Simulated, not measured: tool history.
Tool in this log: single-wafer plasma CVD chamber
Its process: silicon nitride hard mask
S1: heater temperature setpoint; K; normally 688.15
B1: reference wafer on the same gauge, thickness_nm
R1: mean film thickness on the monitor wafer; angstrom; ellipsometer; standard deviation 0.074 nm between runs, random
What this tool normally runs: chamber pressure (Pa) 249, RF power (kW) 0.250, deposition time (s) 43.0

{"run": 1, "day": 0.0, "S1": 688.15, "chamber pressure (Pa)": 249, "RF power (kW)": 0.25, "deposition time (s)": 43.0, "B1": 45.711, "R1": 425.58}
{"run": 2, "day": 0.921, "S1": 688.15, "chamber pressure (Pa)": 249, "RF power (kW)": 0.25, "deposition time (s)": 43.0, "B1": 45.717, "R1": 427.24}
{"run": 3, "day": 1.596, "S1": 688.15, "chamber pressure (Pa)": 249, "RF power (kW)": 0.25, "deposition time (s)": 43.0, "B1": 45.715, "R1": 426.62}
{"run": 4, "day": 1.954, "S1": 688.15, "chamber pressure (Pa)": 249, "RF power (kW)": 0.25, "deposition time (s)": 43.0, "B1": 45.723, "R1": 425.47}
{"run": 5, "day": 2.512, "S1": 688.15, "chamber pressure (Pa)": 249, "RF power (kW)": 0.24, "deposition time (s)": 43.0, "B1": 45.69, "R1": 410.61}
{"run": 6, "day": 3.158, "S1": 688.15, "chamber pressure (Pa)": 249, "RF power (kW)": 0.24, "deposition time (s)": 43.0, "B1": 45.709, "R1": 412.44}
{"run": 7, "day": 3.475, "S1": 688.15, "chamber pressure (Pa)": 249, "RF power (kW)": 0.24, "deposition time (s)": 43.0, "B1": 45.711, "R1": 412.33}
{"day": 3.825, "done": "showerhead replaced"}
{"run": 8, "day": 3.846, "S1": 688.15, "chamber pressure (Pa)": 249, "RF power (kW)": 0.25, "deposition time (s)": 43.0, "B1": 45.687, "R1": 423.18}
{"day": 4.338, "done": "capacitance manometer re-zeroed and calibrated"}
{"day": 4.675, "done": "RF generator calibrated"}
{"run": 9, "day": 4.696, "S1": 688.15, "chamber pressure (Pa)": 249, "RF power (kW)": 0.225, "deposition time (s)": 37.8, "B1": 45.714, "R1": 357.44}
{"run": 10, "day": 5.004, "S1": 688.15, "chamber pressure (Pa)": 233, "RF power (kW)": 0.25, "deposition time (s)": 49.1, "B1": 45.684, "R1": 490.24}
{"run": 11, "day": 5.646, "S1": 688.15, "chamber pressure (Pa)": 233, "RF power (kW)": 0.25, "deposition time (s)": 49.1, "B1": 45.691, "R1": 491.09}
{"run": 12, "day": 6.254, "S1": 688.15, "chamber pressure (Pa)": 233, "RF power (kW)": 0.25, "deposition time (s)": 49.1, "B1": 45.68, "R1": 491.46}
{"run": 13, "day": 6.579, "S1": 688.15, "chamber pressure (Pa)": 249, "RF power (kW)": 0.25, "deposition time (s)": 43.0, "B1": 45.719, "R1": 439.1}
{"run": 14, "day": 6.862, "S1": 688.15, "chamber pressure (Pa)": 249, "RF power (kW)": 0.25, "deposition time (s)": 37.0, "B1": 45.692, "R1": 379.08}
{"run": 15, "day": 7.271, "S1": 684.15, "chamber pressure (Pa)": 292, "RF power (kW)": 0.25, "deposition time (s)": 49.3, "B1": 45.677, "R1": 525.17}
{"run": 16, "day": 7.529, "S1": 688.15, "chamber pressure (Pa)": 295, "RF power (kW)": 0.25, "deposition time (s)": 36.8, "B1": 45.718, "R1": 392.97}
{"run": 17, "day": 8.092, "S1": 693.15, "chamber pressure (Pa)": 249, "RF power (kW)": 0.25, "deposition time (s)": 43.0, "B1": 45.703, "R1": 438.67}
{"run": 18, "day": 8.804, "S1": 688.15, "chamber pressure (Pa)": 209, "RF power (kW)": 0.25, "deposition time (s)": 36.4, "B1": 45.71, "R1": 354.65}
{"run": 19, "day": 9.129, "S1": 692.15, "chamber pressure (Pa)": 229, "RF power (kW)": 0.285, "deposition time (s)": 43.0, "B1": 45.654, "R1": 468.7}
{"run": 20, "day": 9.417, "S1": 695.15, "chamber pressure (Pa)": 249, "RF power (kW)": 0.215, "deposition time (s)": 47.7, "B1": 45.687, "R1": 436.56}
{"run": 21, "day": 9.929, "S1": 675.15, "chamber pressure (Pa)": 249, "RF power (kW)": 0.25, "deposition time (s)": 40.1, "B1": 45.713, "R1": 412.77}
{"day": 10.379, "done": "thermocouple changed; heater temperature recalibrated"}
{"run": 22, "day": 10.442, "S1": 688.15, "chamber pressure (Pa)": 249, "RF power (kW)": 0.25, "deposition time (s)": 43.0, "B1": 45.691, "R1": 440.53}
{"day": 10.45, "done": "gauge calibrated"}
{"run": 23, "day": 10.95, "S1": 675.15, "chamber pressure (Pa)": 249, "RF power (kW)": 0.25, "deposition time (s)": 36.3, "B1": 45.68, "R1": 373.76}
{"run": 24, "day": 11.271, "S1": 677.15, "chamber pressure (Pa)": 276, "RF power (kW)": 0.27, "deposition time (s)": 37.3, "B1": 45.703, "R1": 416.37}
{"run": 25, "day": 11.742, "S1": 688.15, "chamber pressure (Pa)": 249, "RF power (kW)": 0.205, "deposition time (s)": 43.0, "B1": 45.685, "R1": 381.8}
{"run": 26, "day": 12.321, "S1": 688.15, "chamber pressure (Pa)": 249, "RF power (kW)": 0.25, "deposition time (s)": 43.0, "B1": 45.684, "R1": 440.89}
{"run": 27, "day": 12.821, "S1": 688.15, "chamber pressure (Pa)": 249, "RF power (kW)": 0.25, "deposition time (s)": 35.8, "B1": 45.738, "R1": 368.36}
{"run": 28, "day": 13.354, "S1": 688.15, "chamber pressure (Pa)": 249, "RF power (kW)": 0.215, "deposition time (s)": 43.0, "B1": 45.691, "R1": 396.53}
{"run": 29, "day": 13.712, "S1": 688.15, "chamber pressure (Pa)": 249, "RF power (kW)": 0.25, "deposition time (s)": 43.0, "B1": 45.686, "R1": 440.77}
{"run": 30, "day": 14.367, "S1": 681.15, "chamber pressure (Pa)": 249, "RF power (kW)": 0.25, "deposition time (s)": 46.3, "B1": 45.687, "R1": 477.13}

The tool's hidden state at each run:
wafer temperature above the value expected at the setpoint (K): 0 at every run
gauge reads high (%): 0 at every run
H1: delivered RF power above the setpoint (%)
H2: true pressure above the setpoint (%)
run=1 H1=-7.1 H2=7.65
run=2 H1=-7.26 H2=7.69
run=3 H1=-7.38 H2=7.71
run=4 H1=-7.45 H2=7.72
run=5 H1=-7.55 H2=7.74
run=6 H1=-7.66 H2=7.76
run=7 H1=-7.72 H2=7.77
run=8 H1=-7.79 H2=7.78
run=9 H1=-0.885 H2=0.537
run=10 H1=-0.885 H2=0.727
run=11 H1=-0.886 H2=1.11
run=12 H1=-0.887 H2=1.45
run=13 H1=-0.889 H2=1.63
run=14 H1=-0.89 H2=1.78
run=15 H1=-0.892 H2=1.99
run=16 H1=-0.894 H2=2.12
run=17 H1=-0.898 H2=2.4
run=18 H1=-0.904 H2=2.73
run=19 H1=-0.907 H2=2.88
run=20 H1=-0.91 H2=3
run=21 H1=-0.916 H2=3.22
run=22 H1=-0.922 H2=3.43
run=23 H1=-0.929 H2=3.63
run=24 H1=-0.933 H2=3.76
run=25 H1=-0.941 H2=3.93
run=26 H1=-0.95 H2=4.14
run=27 H1=-0.959 H2=4.31
run=28 H1=-0.969 H2=4.48
run=29 H1=-0.976 H2=4.6
run=30 H1=-0.99 H2=4.8

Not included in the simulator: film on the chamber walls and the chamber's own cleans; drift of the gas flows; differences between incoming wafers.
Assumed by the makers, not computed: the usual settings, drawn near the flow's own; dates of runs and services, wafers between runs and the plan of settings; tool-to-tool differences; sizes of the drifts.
